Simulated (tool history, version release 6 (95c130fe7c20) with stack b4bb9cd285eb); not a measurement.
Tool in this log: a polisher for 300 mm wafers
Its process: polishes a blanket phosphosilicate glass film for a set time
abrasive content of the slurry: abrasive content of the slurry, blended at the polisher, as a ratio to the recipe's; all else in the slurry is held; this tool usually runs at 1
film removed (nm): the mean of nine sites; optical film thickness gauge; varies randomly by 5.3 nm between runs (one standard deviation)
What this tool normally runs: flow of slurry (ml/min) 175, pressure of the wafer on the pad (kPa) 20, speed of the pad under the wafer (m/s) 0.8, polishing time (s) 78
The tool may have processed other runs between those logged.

run	hour	flow of slurry (ml/min)	pressure of the wafer on the pad (kPa)	speed of the pad under the wafer (m/s)	abrasive content of the slurry	polishing time (s)	incoming thickness of the incoming film, nm	film removed (nm)
1	0	175	14.5	0.88	1	78	1819.1	351
2	26.7	175	20	0.8	1.25	78	1833	470.8
# hour 35.7: worn pad replaced by a new one
3	51.1	175	20	0.8	1	78	1847	498.9
4	72.6	175	23.4	0.8	1	78	1818.8	575
5	102.5	175	23.4	0.8	1	78	1825.7	549.4
6	121.1	175	23.4	0.8	1	78	1828.2	551
# hour 124.4: head pressure recalibrated
7	146.3	175	20	0.8	1	78	1839.3	447.9
8	159.1	175	20	0.8	1	78	1823	441.1
9	183.2	175	20	0.8	1	91	1850.2	495.7
10	202.9	175	20	0.8	1	78	1806.7	417.8
# hour 207.4: worn pad replaced by a new one
11	226.1	120	17.2	0.7	1	78	1807.5	331.6
12	249.5	120	20	0.88	1.1	78	1849.9	469.6
13	263.4	175	20	0.8	1	78	1826.2	454.3
14	280.4	175	20	0.8	1.25	93	1844	584
15	303.8	200	20	0.8	1	78	1812.4	439.1
16	330.3	175	20	0.8	1.25	69	1846.2	403.3
# hour 344.4: slurry blender recalibrated
17	344.9	175	20	0.92	1	78	1842.9	539.6
18	355.6	120	20	1.04	1	78	1836.2	530.3
# hour 371.6: worn pad replaced by a new one
19	388.1	175	20	0.8	1	59	1841.5	393.1
20	406.6	175	20	0.8	1	78	1806.2	502.1
21	430.4	130	20	0.56	1.2	78	1800.2	371.4
# hour 431.5: slurry nozzle cleaned
# hour 455.5: conditioning disc replaced and pad reconditioned
22	458.8	175	20	0.8	1.15	78	1818.4	507
23	484.4	175	20	1.02	1	91	1830.7	666.9
# hour 532.7: worn pad replaced by a new one
24	590.1	140	20	0.8	0.8	78	1836	413.2
25	621.8	175	20	0.92	1	78	1841.6	512.1
26	637.6	175	15.2	0.8	1	78	1820.8	335.3

Alternative continuations, all from the tool just after run 26; predict every row:
A	638.1	175	20	0.8	1	78	1792.7	?
B	638.1	215	13.8	1.04	0.9	78	1792.7	?
C	638.1	175	20	0.8	1	93	1792.7	?
D	638.1	175	24.8	0.8	1	78	1792.7	?

run	film removed (nm)
A	439.6
B	369.8
C	524.1
D	545.7
What these runs would have given with no unlogged condition in the tool:
run	film removed (nm)
A	528.9
B	446.8
C	630.6
D	656.6

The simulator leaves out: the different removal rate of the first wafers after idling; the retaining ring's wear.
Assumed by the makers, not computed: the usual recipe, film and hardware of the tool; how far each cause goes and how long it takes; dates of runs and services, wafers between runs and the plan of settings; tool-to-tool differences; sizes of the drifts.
